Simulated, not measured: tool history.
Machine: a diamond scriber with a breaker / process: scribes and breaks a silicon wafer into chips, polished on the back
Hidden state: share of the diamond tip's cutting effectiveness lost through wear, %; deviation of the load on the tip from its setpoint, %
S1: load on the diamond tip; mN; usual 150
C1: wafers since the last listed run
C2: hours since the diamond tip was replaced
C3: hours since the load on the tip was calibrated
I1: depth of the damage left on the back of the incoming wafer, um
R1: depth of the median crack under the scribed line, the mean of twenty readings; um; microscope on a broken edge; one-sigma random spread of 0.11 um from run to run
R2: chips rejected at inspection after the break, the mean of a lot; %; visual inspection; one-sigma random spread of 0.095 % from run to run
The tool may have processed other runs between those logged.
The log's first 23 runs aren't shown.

| run | day | S1 | C1 | C2 | C3 | I1 | R1 | R2 |
|---|---|---|---|---|---|---|---|---|
|  | 11.475 | load on the tip recalibrated |
| 24 | 11.896 | 122 | 17 | 1038.8 | 10.1 | 0.05 | 5.54 | 6.92 |
| 25 | 14.112 | 187 | 85 | 1092.0 | 63.3 | 0.05 | 8.71 | 5.01 |
| 26 | 14.546 | 150 | 16 | 1102.4 | 73.7 | 0.03 | 6.97 | 1.30 |
|  | 14.646 | diamond tip replaced by a new one |
| 27 | 15.083 | 173 | 17 | 10.5 | 86.6 | 0.02 | 8.19 | 3.25 |
| 28 | 15.650 | 150 | 21 | 24.1 | 100.2 | 0.02 | 6.83 | 1.36 |
| 29 | 15.950 | 189 | 11 | 31.3 | 107.4 | 0.01 | 8.47 | 6.18 |
| 30 | 16.596 | 139 | 24 | 46.8 | 122.9 | 0.05 | 6.58 | 2.34 |
| 31 | 16.871 | 124 | 10 | 53.4 | 129.5 | 0.04 | 5.65 | 6.71 |
| 32 | 18.721 | 121 | 71 | 97.8 | 173.9 | 0.02 | 5.39 | 7.70 |
| 33 | 19.008 | 150 | 11 | 104.7 | 180.8 | 0.05 | 6.96 | 1.50 |
| 34 | 19.696 | 128 | 26 | 121.2 | 197.3 | 0.02 | 5.87 | 4.73 |
| 35 | 20.429 | 162 | 28 | 138.8 | 214.9 | 0.01 | 7.68 | 1.79 |
| 36 | 20.771 | 112 | 13 | 147.0 | 223.1 | 0.05 | 4.94 | 14.54 |
| 37 | 21.458 | 133 | 26 | 163.5 | 239.6 | 0.04 | 6.08 | 3.40 |
| 38 | 22.062 | 177 | 23 | 178.0 | 254.1 | 0.02 | 8.21 | 3.83 |
| 39 | 22.483 | 175 | 16 | 188.1 | 264.2 | 0.03 | 7.94 | 3.37 |
| 40 | 22.742 | 124 | 9 | 194.3 | 270.4 | 0.02 | 5.70 | 6.30 |
| 41 | 23.479 | 105 | 28 | 212.0 | 288.1 | 0.03 | 4.68 | 19.85 |
| 42 | 23.871 | 134 | 15 | 221.4 | 297.5 | 0.05 | 6.02 | 2.99 |

Alternative continuations, all from the tool just after run 42; predict every row:
| A | 23.900 | 150 | 1 | 222.1 | 298.2 | 0.02 | ? | ? |
| B | 23.900 | 110 | 1 | 222.1 | 298.2 | 0.02 | ? | ? |
| C | 23.900 | 107 | 1 | 222.1 | 298.2 | 0.02 | ? | ? |
| D | 23.900 | 106 | 1 | 222.1 | 298.2 | 0.02 | ? | ? |

| run | R1 | R2 |
|---|---|---|
| A | 7.08 | 1.48 |
| B | 4.91 | 15.76 |
| C | 4.73 | 18.46 |
| D | 4.67 | 19.43 |
The same runs, with their run-to-run variation unchanged, on a tool lacking any hidden condition would have given:
| run | R1 | R2 |
|---|---|---|
| A | 7.18 | 1.46 |
| B | 4.99 | 14.75 |
| C | 4.80 | 17.38 |
| D | 4.74 | 18.33 |

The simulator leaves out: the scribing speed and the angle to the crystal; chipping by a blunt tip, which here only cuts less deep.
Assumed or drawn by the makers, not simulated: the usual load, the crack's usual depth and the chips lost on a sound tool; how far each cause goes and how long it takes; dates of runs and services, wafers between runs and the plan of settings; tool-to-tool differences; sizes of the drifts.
